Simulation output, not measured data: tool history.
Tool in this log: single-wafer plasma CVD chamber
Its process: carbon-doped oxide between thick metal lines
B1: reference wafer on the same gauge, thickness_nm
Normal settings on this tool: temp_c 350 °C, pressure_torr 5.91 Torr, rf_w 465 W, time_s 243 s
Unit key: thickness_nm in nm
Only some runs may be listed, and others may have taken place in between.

Run 1, day 0: usual settings; B1 1131.149. Result: thickness_nm 1237.854 nm.
Run 2, day 1.092: usual settings; B1 1128.844. Result: thickness_nm 1236.509 nm.
Run 3, day 3.146: usual settings; B1 1129.204. Result: thickness_nm 1242.423 nm.
Run 4, day 4.396: usual settings; B1 1130.429. Result: thickness_nm 1242.894 nm.
Run 5, day 6.458: usual settings; B1 1128.323. Result: thickness_nm 1239.768 nm.
Run 6, day 8.175: usual settings; B1 1129.666. Result: thickness_nm 1233.581 nm.
Run 7, day 10.75: usual settings but time_s 226 s; B1 1129.528. Result: thickness_nm 1143.588 nm.
At day 12.983: capacitance manometer re-zeroed and calibrated.
At day 13.346: gauge calibrated.
Run 8, day 14.983: usual settings but time_s 226 s; B1 1129.205. Result: thickness_nm 1153.014 nm.
Run 9, day 17.1: usual settings; B1 1129.663. Result: thickness_nm 1226.965 nm.
Run 10, day 18.808: usual settings; B1 1128.552. Result: thickness_nm 1232.356 nm.
Run 11, day 19.862: usual settings; B1 1130.397. Result: thickness_nm 1228.419 nm.
At day 20.496: RF generator calibrated.
Run 12, day 21.396: usual settings but pressure_torr 4.55 Torr, rf_w 440 W; B1 1131.31. Result: thickness_nm 1163.295 nm.
Run 13, day 24.771: usual settings but pressure_torr 4.88 Torr, time_s 199 s; B1 1129.07. Result: thickness_nm 998.673 nm.
Run 14, day 25.988: usual settings but rf_w 505 W, time_s 258 s; B1 1129.972. Result: thickness_nm 1384.432 nm.
At day 27.112: thermocouple changed; heater temperature recalibrated.
Run 15, day 28.5: usual settings but rf_w 405 W, time_s 207 s; B1 1129.377. Result: thickness_nm 982.101 nm.
Run 16, day 29.9: usual settings; B1 1128.379. Result: thickness_nm 1240.587 nm.
At day 31.396: showerhead replaced.
Run 17, day 32.15: usual settings but temp_c 355 °C, time_s 207 s; B1 1130.341. Result: thickness_nm 1045.798 nm.
Run 18, day 34.196: usual settings but temp_c 363 °C, pressure_torr 6.72 Torr, rf_w 490 W, time_s 287 s; B1 1128.38. Result: thickness_nm 1472.131 nm.
Run 19, day 35.817: usual settings; B1 1130.286. Result: thickness_nm 1238.665 nm.
At day 37.804: gauge calibrated.
Run 20, day 37.892: usual settings but pressure_torr 7.13 Torr, time_s 259 s; B1 1129.501. Result: thickness_nm 1354.001 nm.
Run 21, day 40.742: usual settings; B1 1129.492. Result: thickness_nm 1247.221 nm.

Branching from run 21: 3 alternative next runs. What would each branch give?
Run A, day 40.762: usual settings; B1 ?. Result: thickness_nm ?.
Run B, day 40.762: usual settings but rf_w 510 W; B1 ?. Result: thickness_nm ?.
Run C, day 40.762: usual settings but pressure_torr 5.46 Torr, rf_w 560 W, time_s 275 s; B1 ?. Result: thickness_nm ?.

run        B1  thickness_nm
  A  1131.269      1239.783
  B  1131.269      1302.131
  C  1131.269      1533.405
What these runs would have given with no unlogged condition in the tool:
run  thickness_nm
  A      1244.293
  B      1306.773
  C      1538.863
